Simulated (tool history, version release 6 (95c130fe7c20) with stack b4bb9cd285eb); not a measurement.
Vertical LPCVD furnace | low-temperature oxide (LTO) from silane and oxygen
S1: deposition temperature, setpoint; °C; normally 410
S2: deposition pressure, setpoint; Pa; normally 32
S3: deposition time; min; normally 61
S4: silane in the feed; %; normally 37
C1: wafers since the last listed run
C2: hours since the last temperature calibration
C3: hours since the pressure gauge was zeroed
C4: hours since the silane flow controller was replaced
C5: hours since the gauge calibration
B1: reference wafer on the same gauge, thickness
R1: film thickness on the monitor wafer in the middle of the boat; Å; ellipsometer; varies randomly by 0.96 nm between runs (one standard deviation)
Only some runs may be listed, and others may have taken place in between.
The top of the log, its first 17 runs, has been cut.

run     day   S1    S2    S3  S4   C1     C2     C3     C4     C5      B1      R1
 18  11.121  410    32    61  37  214  147.3  128.9   56.7   92.7  557.78  6366.9
 19  11.538  410    32    61  37  154  157.3  138.9   66.7  102.7  557.75  6376.3
 20  12.267  405    32    61  30  269  174.8  156.4   84.2  120.2  558.08  4538.4
 21  12.567  410    32    61  37  110    182  163.6   91.4  127.4  558.06    6365
 22  13.192  401  38.7    61  37  231    197  178.6  106.4  142.4  557.93  6956.1
 23  13.846  410    32    61  37  241  212.7  194.3  122.1  158.1  558.07  6356.7
 24  14.458  410    32    61  37  226  227.4    209  136.8  172.8  558.23  6380.4
 25  15.112  402  28.7    61  37  241  243.1  224.7  152.5  188.5  557.84  5218.7
 26  15.529  416    32    61  42  154  253.1  234.7  162.5  198.5  557.89  7849.7
 27  16.092  398    28  75.5  30  207  266.6  248.2    176    212  558.07  4501.5
 28  16.367  410    32    61  37  101  273.2  254.8  182.6  218.6  557.76  6380.4
 29   16.75  410    32    61  32  141  282.4    264  191.8  227.8  557.95  5255.5
 30  17.033  410    32    61  37  104  289.2  270.8  198.6  234.6  557.94  6357.1
 31  17.521  410  39.3    69  37  180  300.9  282.5  210.3  246.3  558.01  8856.7
 32  18.271  402    32    61  37  277  318.9  300.5  228.3  264.3  557.95  5834.5

Alternative continuations, all from the tool just after run 32; predict every row:
  A  18.462  410    32    61  30  70  323.5  305.1  232.9  268.9   ?   ?
  B  18.462  400  36.7  79.5  31  70  323.5  305.1  232.9  268.9   ?   ?
  C  18.462  417    32    61  37  70  323.5  305.1  232.9  268.9   ?   ?

run      B1      R1
  A  558.05  4798.4
  B  558.05  6687.9
  C  558.05  6861.9
Take away the tool's hidden state, keep each run's random variation, and the runs would have read:
run      R1
  A  4806.8
  B  6698.1
  C  6873.9

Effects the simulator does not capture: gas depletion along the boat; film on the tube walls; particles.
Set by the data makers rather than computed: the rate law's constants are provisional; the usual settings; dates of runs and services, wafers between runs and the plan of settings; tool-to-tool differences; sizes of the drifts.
